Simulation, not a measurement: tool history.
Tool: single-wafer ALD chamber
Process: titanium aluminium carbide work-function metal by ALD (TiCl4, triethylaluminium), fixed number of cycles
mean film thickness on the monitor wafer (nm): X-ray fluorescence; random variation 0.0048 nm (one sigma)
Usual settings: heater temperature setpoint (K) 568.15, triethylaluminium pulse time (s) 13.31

run,day,heater temperature setpoint (K),triethylaluminium pulse time (s),"read-back reference wafer on the same gauge, thickness_nm",mean film thickness on the monitor wafer (nm)
1,0,557.15,13.31,1.83,1.777
2,0.567,557.15,13.31,1.83,1.781
3,0.929,577.15,9.77,1.83,1.888
4,1.408,577.15,9.77,1.83,1.87
5,1.683,577.15,9.77,1.83,1.885
6,2.125,568.15,13.31,1.83,1.875
7,2.754,568.15,13.31,1.83,1.886
8,3.333,568.15,13.31,1.829,1.879
9,3.988,568.15,13.31,1.83,1.876
10,4.971,568.15,13.31,1.83,1.881
11,5.192,568.15,13.31,1.83,1.879
12,5.846,568.15,13.31,1.83,1.878
13,6.342,568.15,13.31,1.831,1.883
14,6.858,568.15,13.31,1.83,1.879
15,7.288,568.15,13.31,1.83,1.871
16,8.004,568.15,13.31,1.83,1.87
17,8.729,568.15,13.31,1.829,1.868
18,8.983,564.15,13.31,1.83,1.831
19,9.458,577.15,9.77,1.831,1.86
20,9.925,562.15,14.94,1.829,1.842
21,10.321,568.15,13.31,1.829,1.863
22,10.712,568.15,13.31,1.83,1.865
23,12.496,563.15,10.49,1.83,1.751
24,13.1,563.15,13.31,1.829,1.87
25,13.262,554.15,13.31,1.831,1.796
26,13.538,568.15,13.31,1.83,1.921
27,14.1,576.15,16.26,1.83,2.01
28,14.629,555.15,8.03,1.831,1.704
29,14.996,553.15,15.94,1.83,1.787
30,15.554,568.15,13.31,1.829,1.917
31,16.192,577.15,9.47,1.831,1.945
32,16.638,555.15,8.88,1.831,1.721

Taken out of this log: 4 entries between the listed runs. Where each belongs, and how the hidden state differs across it:
Between runs 9 and 10: showerhead replaced (day 4.95)
  triethylaluminium dose above that of a fresh bottle (%): -28.7 -> -29.3
  measured less the result without the state, mean film thickness on the monitor wafer (nm): -0.048 -> -0.049
Between runs 13 and 14: gauge calibrated (day 6.829)
  triethylaluminium dose above that of a fresh bottle (%): -30 -> -30.3
  measured less the result without the state, mean film thickness on the monitor wafer (nm): -0.051 -> -0.052
Between runs 21 and 22: thermocouple changed; heater temperature recalibrated (day 10.692)
  triethylaluminium dose above that of a fresh bottle (%): -32.2 -> -32.4
  measured less the result without the state, mean film thickness on the monitor wafer (nm): -0.058 -> -0.058
Between runs 23 and 24: triethylaluminium bottle replaced (day 13.079)
  triethylaluminium dose above that of a fresh bottle (%): -33.4 -> -6.13
  measured less the result without the state, mean film thickness on the monitor wafer (nm): -0.102 -> -0.006

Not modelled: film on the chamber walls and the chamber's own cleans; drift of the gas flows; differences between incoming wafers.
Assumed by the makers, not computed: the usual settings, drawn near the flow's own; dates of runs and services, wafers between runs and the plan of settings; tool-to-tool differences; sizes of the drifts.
